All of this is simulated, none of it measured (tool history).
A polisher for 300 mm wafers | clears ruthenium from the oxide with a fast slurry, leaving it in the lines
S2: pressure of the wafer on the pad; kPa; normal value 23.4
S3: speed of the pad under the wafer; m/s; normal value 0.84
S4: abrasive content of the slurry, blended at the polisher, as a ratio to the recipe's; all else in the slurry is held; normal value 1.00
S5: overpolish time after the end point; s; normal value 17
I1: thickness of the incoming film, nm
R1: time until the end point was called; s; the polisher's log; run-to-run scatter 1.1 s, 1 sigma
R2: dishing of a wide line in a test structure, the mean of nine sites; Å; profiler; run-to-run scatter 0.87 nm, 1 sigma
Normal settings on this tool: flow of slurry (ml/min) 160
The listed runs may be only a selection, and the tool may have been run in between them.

Run 1, hour 0.0: usual settings; I1 248.0. Result: R1 64.9 s, R2 515 Å.
Run 2, hour 98.8: usual settings but S2 26.9 kPa; I1 249.8. Result: R1 56.3 s, R2 547 Å.
At hour 169.0: worn pad replaced by a new one.
Run 3, hour 173.6: usual settings but S2 26.9 kPa; I1 253.3. Result: R1 63.6 s, R2 539 Å.
Run 4, hour 215.0: usual settings; I1 254.4. Result: R1 72.9 s, R2 460 Å.
Run 5, hour 306.4: usual settings; I1 251.8. Result: R1 73.6 s, R2 459 Å.
At hour 343.2: slurry blender recalibrated.
At hour 358.9: head pressure recalibrated.
Run 6, hour 375.3: usual settings; I1 250.9. Result: R1 75.1 s, R2 451 Å.
At hour 392.6: worn pad replaced by a new one, repeated, since the last time left the tool worse.
At hour 461.4: slurry nozzle cleaned.
Run 7, hour 470.4: usual settings but S5 20 s; I1 250.0. Result: R1 62.2 s, R2 582 Å.
Run 8, hour 569.6: usual settings; I1 249.3. Result: R1 66.7 s, R2 500 Å.
At hour 626.5: worn pad replaced by a new one.
Run 9, hour 652.1: usual settings but flow of slurry (ml/min) 110, S2 17.9 kPa, S3 0.98 m/s, S5 24 s; I1 244.8. Result: R1 73.6 s, R2 589 Å.
At hour 667.2: slurry blender recalibrated.
Run 10, hour 713.6: usual settings but flow of slurry (ml/min) 145, S2 26.9 kPa, S4 1.30; I1 247.6. Result: R1 50.0 s, R2 593 Å.
Run 11, hour 792.7: usual settings but flow of slurry (ml/min) 205, S2 20.7 kPa, S3 1.12 m/s, S4 0.90; I1 246.8. Result: R1 55.0 s, R2 576 Å.
At hour 833.1: worn pad replaced by a new one.
Run 12, hour 853.7: usual settings; I1 249.6. Result: R1 64.5 s, R2 501 Å.
Run 13, hour 910.1: usual settings but flow of slurry (ml/min) 175, S4 0.90; I1 251.0. Result: R1 67.4 s, R2 498 Å.
Run 14, hour 975.6: usual settings; I1 250.7. Result: R1 64.3 s, R2 497 Å.
At hour 978.1: head pressure recalibrated.
At hour 1006.9: slurry nozzle cleaned.
Run 15, hour 1045.0: usual settings but flow of slurry (ml/min) 110, S4 1.15, S5 20 s; I1 254.3. Result: R1 69.6 s, R2 561 Å.

Alternative continuations, all from the tool just after run 15; predict every row:
Run A, hour 1045.4: usual settings; I1 252.0. Result: R1 ?, R2 ?.
Run B, hour 1045.4: usual settings but S2 19.3 kPa, S4 1.25, S5 27 s; I1 252.0. Result: R1 ?, R2 ?.
Run C, hour 1045.4: usual settings but flow of slurry (ml/min) 130, S3 0.62 m/s; I1 252.0. Result: R1 ?, R2 ?.
Run D, hour 1045.4: usual settings but flow of slurry (ml/min) 205, S2 19.3 kPa, S3 0.66 m/s; I1 252.0. Result: R1 ?, R2 ?.

run     R1   R2
  A   68.7  487
  B   75.7  664
  C   96.9  357
  D  101.2  344
Take away the tool's hidden state, keep each run's random variation, and the runs would have read:
run    R1   R2
  A  64.0  517
  B  70.6  703
  C  90.4  381
  D  94.3  366

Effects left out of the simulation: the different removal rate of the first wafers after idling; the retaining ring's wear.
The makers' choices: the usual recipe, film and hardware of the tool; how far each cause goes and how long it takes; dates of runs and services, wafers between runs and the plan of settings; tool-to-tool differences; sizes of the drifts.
